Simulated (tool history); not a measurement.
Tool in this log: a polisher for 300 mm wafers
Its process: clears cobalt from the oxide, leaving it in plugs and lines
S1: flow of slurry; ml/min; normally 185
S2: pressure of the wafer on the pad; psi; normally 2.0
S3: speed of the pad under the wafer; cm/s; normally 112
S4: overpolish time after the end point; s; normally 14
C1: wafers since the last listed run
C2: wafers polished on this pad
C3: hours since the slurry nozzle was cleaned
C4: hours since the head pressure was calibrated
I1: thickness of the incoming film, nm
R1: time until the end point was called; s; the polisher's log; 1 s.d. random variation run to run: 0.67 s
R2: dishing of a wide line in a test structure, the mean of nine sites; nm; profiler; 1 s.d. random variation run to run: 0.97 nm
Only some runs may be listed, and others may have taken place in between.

run 1 day=0.000 | S1=185 S2=2.0 S3=112 S4=14 | C1=0 C2=13 C3=257.7 C4=206.1 | I1=301.3 | R1=58.0 R2=46.9
run 2 day=4.212 | S1=160 S2=2.0 S3=112 S4=14 | C1=799 C2=813 C3=358.8 C4=307.2 | I1=297.3 | R1=59.1 R2=45.7
run 3 day=6.462 | S1=160 S2=2.0 S3=112 S4=14 | C1=426 C2=1240 C3=412.8 C4=361.2 | I1=299.8 | R1=59.4 R2=44.4
run 4 day=10.562 | S1=160 S2=2.0 S3=112 S4=14 | C1=777 C2=2018 C3=511.2 C4=459.6 | I1=304.4 | R1=62.8 R2=45.6
-- day=13.533 slurry nozzle cleaned
run 5 day=14.112 | S1=185 S2=2.4 S3=112 S4=14 | C1=665 C2=2683 C3=13.9 C4=544.8 | I1=301.4 | R1=51.0 R2=48.8
run 6 day=15.721 | S1=185 S2=2.4 S3=112 S4=14 | C1=305 C2=2988 C3=52.5 C4=583.4 | I1=305.4 | R1=53.4 R2=48.9
run 7 day=17.275 | S1=185 S2=2.4 S3=112 S4=14 | C1=294 C2=3283 C3=89.8 C4=620.7 | I1=298.5 | R1=52.7 R2=49.6
run 8 day=18.942 | S1=165 S2=2.0 S3=112 S4=14 | C1=316 C2=3599 C3=129.8 C4=660.7 | I1=300.0 | R1=65.0 R2=42.8
run 9 day=22.717 | S1=165 S2=2.0 S3=112 S4=14 | C1=716 C2=4316 C3=220.4 C4=751.3 | I1=299.2 | R1=66.7 R2=42.3
run 10 day=24.262 | S1=165 S2=2.0 S3=112 S4=14 | C1=293 C2=4609 C3=257.5 C4=788.4 | I1=304.2 | R1=67.7 R2=42.7
-- day=24.950 worn pad replaced by a new one
run 11 day=25.825 | S1=185 S2=2.0 S3=112 S4=14 | C1=264 C2=165 C3=295.0 C4=825.9 | I1=296.7 | R1=65.4 R2=42.4
-- day=29.017 slurry nozzle cleaned, repeated, since the last time left the tool worse
run 12 day=29.333 | S1=185 S2=2.0 S3=112 S4=14 | C1=657 C2=823 C3=7.6 C4=910.1 | I1=296.9 | R1=55.6 R2=48.2
run 13 day=33.192 | S1=185 S2=2.0 S3=112 S4=14 | C1=732 C2=1555 C3=100.2 C4=1002.7 | I1=297.2 | R1=56.1 R2=46.1
run 14 day=35.492 | S1=185 S2=2.0 S3=112 S4=20 | C1=436 C2=1991 C3=155.4 C4=1057.9 | I1=297.8 | R1=57.6 R2=57.2
run 15 day=37.392 | S1=185 S2=2.0 S3=112 S4=20 | C1=360 C2=2352 C3=201.0 C4=1103.5 | I1=301.0 | R1=57.1 R2=54.1
run 16 day=40.075 | S1=125 S2=1.5 S3=146 S4=17 | C1=509 C2=2861 C3=265.4 C4=1167.9 | I1=302.1 | R1=65.3 R2=46.8
run 17 day=41.621 | S1=185 S2=2.0 S3=112 S4=14 | C1=293 C2=3154 C3=302.5 C4=1205.0 | I1=300.4 | R1=57.7 R2=45.1
run 18 day=43.171 | S1=240 S2=2.5 S3=112 S4=19 | C1=294 C2=3449 C3=339.7 C4=1242.2 | I1=296.0 | R1=43.5 R2=59.9
-- day=43.304 head pressure recalibrated
-- day=44.742 worn pad replaced by a new one
run 19 day=44.933 | S1=185 S2=1.4 S3=126 S4=14 | C1=286 C2=35 C3=382.0 C4=39.1 | I1=295.6 | R1=73.6 R2=41.5
run 20 day=47.088 | S1=185 S2=2.0 S3=84 S4=14 | C1=408 C2=444 C3=433.7 C4=90.8 | I1=304.7 | R1=79.4 R2=39.3
-- day=49.821 slurry nozzle cleaned
run 21 day=50.046 | S1=185 S2=2.0 S3=140 S4=12 | C1=553 C2=998 C3=5.4 C4=161.8 | I1=295.5 | R1=44.9 R2=49.1
run 22 day=54.096 | S1=235 S2=1.6 S3=124 S4=10 | C1=768 C2=1766 C3=102.6 C4=259.0 | I1=298.2 | R1=62.0 R2=35.2
run 23 day=55.633 | S1=205 S2=1.8 S3=112 S4=14 | C1=291 C2=2058 C3=139.5 C4=295.9 | I1=299.3 | R1=61.4 R2=45.4
run 24 day=57.250 | S1=185 S2=2.0 S3=112 S4=14 | C1=306 C2=2365 C3=178.3 C4=334.7 | I1=303.0 | R1=57.9 R2=46.3
run 25 day=59.904 | S1=160 S2=2.0 S3=112 S4=14 | C1=503 C2=2868 C3=242.0 C4=398.4 | I1=299.0 | R1=58.1 R2=45.1
run 26 day=61.871 | S1=220 S2=2.0 S3=112 S4=14 | C1=373 C2=3241 C3=289.2 C4=445.6 | I1=295.8 | R1=54.4 R2=46.1
-- day=63.883 worn pad replaced by a new one
run 27 day=70.221 | S1=185 S2=2.4 S3=140 S4=14 | C1=1552 C2=1202 C3=489.6 C4=646.0 | I1=294.6 | R1=37.8 R2=55.7
run 28 day=72.975 | S1=185 S2=1.7 S3=128 S4=14 | C1=522 C2=1725 C3=555.7 C4=712.1 | I1=293.9 | R1=61.4 R2=46.9
-- day=74.225 slurry nozzle cleaned
run 29 day=75.071 | S1=185 S2=2.6 S3=112 S4=14 | C1=389 C2=2114 C3=20.3 C4=762.4 | I1=300.0 | R1=43.2 R2=54.5
run 30 day=79.446 | S1=185 S2=2.0 S3=112 S4=14 | C1=830 C2=2944 C3=125.3 C4=867.4 | I1=302.3 | R1=56.4 R2=47.6
-- day=85.762 worn pad replaced by a new one
run 31 day=88.242 | S1=185 S2=2.0 S3=90 S4=7 | C1=1637 C2=470 C3=336.4 C4=1078.5 | I1=298.8 | R1=70.6 R2=25.5
-- day=93.800 slurry nozzle cleaned
run 32 day=95.208 | S1=150 S2=2.0 S3=112 S4=7 | C1=1313 C2=1784 C3=33.8 C4=1245.7 | I1=300.7 | R1=58.6 R2=28.7
-- day=95.321 head pressure recalibrated
run 33 day=97.129 | S1=185 S2=2.0 S3=90 S4=10 | C1=348 C2=2132 C3=79.9 C4=43.4 | I1=302.5 | R1=70.9 R2=34.3
run 34 day=100.650 | S1=185 S2=2.0 S3=112 S4=14 | C1=668 C2=2800 C3=164.4 C4=127.9 | I1=300.8 | R1=57.3 R2=46.4

List, for all runs, the conditions of the tool that the log does not record:
removal rate lost through wear of the pad, %: 0 on each run
deviation of the head's pressure from its setpoint, %: 0 on each run
H1: slurry flow missing at the pad, %
run=1 H1=11.1
run=2 H1=15.4
run=3 H1=17.6
run=4 H1=21.8
run=5 H1=37
run=6 H1=38.6
run=7 H1=40.2
run=8 H1=41.9
run=9 H1=45.7
run=10 H1=47.3
run=11 H1=48.9
run=12 H1=4.84
run=13 H1=8.76
run=14 H1=11.1
run=15 H1=13
run=16 H1=15.8
run=17 H1=17.3
run=18 H1=18.9
run=19 H1=20.7
run=20 H1=22.9
run=21 H1=1.75
run=22 H1=5.87
run=23 H1=7.43
run=24 H1=9.07
run=25 H1=11.8
run=26 H1=13.8
run=27 H1=22.3
run=28 H1=25.1
run=29 H1=1.84
run=30 H1=6.29
run=31 H1=15.2
run=32 H1=1.47
run=33 H1=3.42
run=34 H1=7

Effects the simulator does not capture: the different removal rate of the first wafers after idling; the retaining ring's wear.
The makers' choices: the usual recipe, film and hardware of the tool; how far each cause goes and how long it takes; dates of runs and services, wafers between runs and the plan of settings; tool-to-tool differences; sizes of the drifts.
